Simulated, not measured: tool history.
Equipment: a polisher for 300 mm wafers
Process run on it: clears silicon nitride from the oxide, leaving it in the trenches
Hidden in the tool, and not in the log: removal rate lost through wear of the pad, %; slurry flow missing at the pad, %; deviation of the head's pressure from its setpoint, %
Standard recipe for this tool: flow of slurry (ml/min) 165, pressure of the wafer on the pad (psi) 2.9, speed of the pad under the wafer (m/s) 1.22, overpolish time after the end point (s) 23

run,hour,flow of slurry (ml/min),pressure of the wafer on the pad (psi),speed of the pad under the wafer (m/s),overpolish time after the end point (s),wafers since the last listed run,wafers polished on this pad,hours since the slurry nozzle was cleaned,hours since the head pressure was calibrated,"incoming thickness of the incoming film, nm",time until the end point was called (s)
1,0,165,3.5,1.22,23,0,744,377.3,631.6,89.6,62.9
2,12.5,165,3.5,1.22,23,129,874,389.8,644.1,90.8,66.2
3,27.4,165,3.5,1.22,23,154,1028,404.7,659,90.6,65.5
# hour 35: worn pad replaced by a new one
4,43.8,200,2.9,1.22,23,128,91,421.1,675.4,90.2,69.5
5,56.9,165,2.9,1.22,23,135,226,434.2,688.5,90.1,71.1
6,70.9,165,2.9,1.22,23,144,371,448.2,702.5,90.4,71.2
7,83.8,165,2.9,1.22,23,133,505,461.1,715.4,88.7,71.7
8,94.7,165,2.9,1.22,23,112,618,472,726.3,89.2,74.7
9,107.1,165,2.9,1.22,23,128,746,484.4,738.7,88.2,71.9
10,114.4,165,2.9,1.22,23,75,822,491.7,746,89.8,74.8
11,130,165,2.9,1.5,23,161,983,507.3,761.6,89.8,67
# hour 135.2: worn pad replaced by a new one
12,144.9,165,2.9,1.22,23,112,100,522.2,776.5,90.4,69.5
13,153.7,165,2.9,1.22,23,91,191,531,785.3,88.1,70.3
14,168.8,165,2.9,1.22,23,156,348,546.1,800.4,90.5,71.5
15,196.8,165,2.9,1.22,23,289,637,574.1,828.4,88.8,71.5
# hour 205.5: slurry nozzle cleaned
16,210.1,165,2.9,1.22,23,127,765,4.6,841.7,89.9,74.2
17,218.5,165,2.9,1.22,23,86,852,13,850.1,89.8,74.9
18,227.6,165,2.9,1.54,23,94,946,22.1,859.2,90.9,65.1
19,241.1,165,2.9,1.22,23,139,1086,35.6,872.7,88.7,74.6
20,247.6,200,2.1,0.82,12,67,1153,42.1,879.2,91.1,130.9
# hour 259.7: worn pad replaced by a new one
21,261.4,165,2.9,1.22,10,101,17,55.9,893,90.9,69
22,274.4,165,2.9,1.22,23,134,152,68.9,906,90,69.5
23,283.9,205,2.6,1.5,34,98,250,78.4,915.5,89,66
24,296.1,165,2.9,1.22,23,126,377,90.6,927.7,89.5,72.6
# hour 309.9: head pressure recalibrated
25,312.5,205,2.1,0.94,17,149,526,107,2.6,90.7,111.2
26,319.1,165,2.1,1.22,9,68,594,113.6,9.2,90,97.3
27,371.1,220,2.9,1.22,28,538,1132,165.6,61.2,90.7,78.6
# hour 375.8: worn pad replaced by a new one
28,388.1,125,2.9,1.22,29,134,127,182.6,78.2,90.8,72.1
29,398.2,165,2.1,1.22,23,104,232,192.7,88.3,90,92.8
30,405.2,185,2.9,1.22,27,72,304,199.7,95.3,89.9,69.9
31,417.6,165,2.9,1.22,18,128,432,212.1,107.7,89.9,73.1
32,439.1,165,2.9,1.22,23,222,655,233.6,129.2,91.3,73.6
33,445.8,165,2.9,1.22,19,69,724,240.3,135.9,90.7,74.9
34,453.8,165,2.9,1.22,23,82,807,248.3,143.9,90.6,77.3
35,467.3,165,2.9,1.22,23,139,947,261.8,157.4,90.5,76.3
36,476.1,165,2.9,1.22,23,91,1038,270.6,166.2,89.4,75.4
# hour 490.1: worn pad replaced by a new one
37,494,165,1.9,1.58,23,143,40,288.5,184.1,88.8,80.1

Forecast each of these 4 alternatives for the next run:
A,494.4,165,3.2,1.22,23,4,44,288.9,184.5,90,?
B,494.4,165,2.3,0.9,16,4,44,288.9,184.5,90,?
C,494.4,165,2.9,0.9,23,4,44,288.9,184.5,90,?
D,494.4,215,2.9,1.22,23,4,44,288.9,184.5,90,?

run,time until the end point was called (s)
A,62.2
B,100.6
C,82.4
D,65.6
Take away the tool's hidden state, keep each run's random variation, and the runs would have read:
run,time until the end point was called (s)
A,61.9
B,100.1
C,82
D,65.3

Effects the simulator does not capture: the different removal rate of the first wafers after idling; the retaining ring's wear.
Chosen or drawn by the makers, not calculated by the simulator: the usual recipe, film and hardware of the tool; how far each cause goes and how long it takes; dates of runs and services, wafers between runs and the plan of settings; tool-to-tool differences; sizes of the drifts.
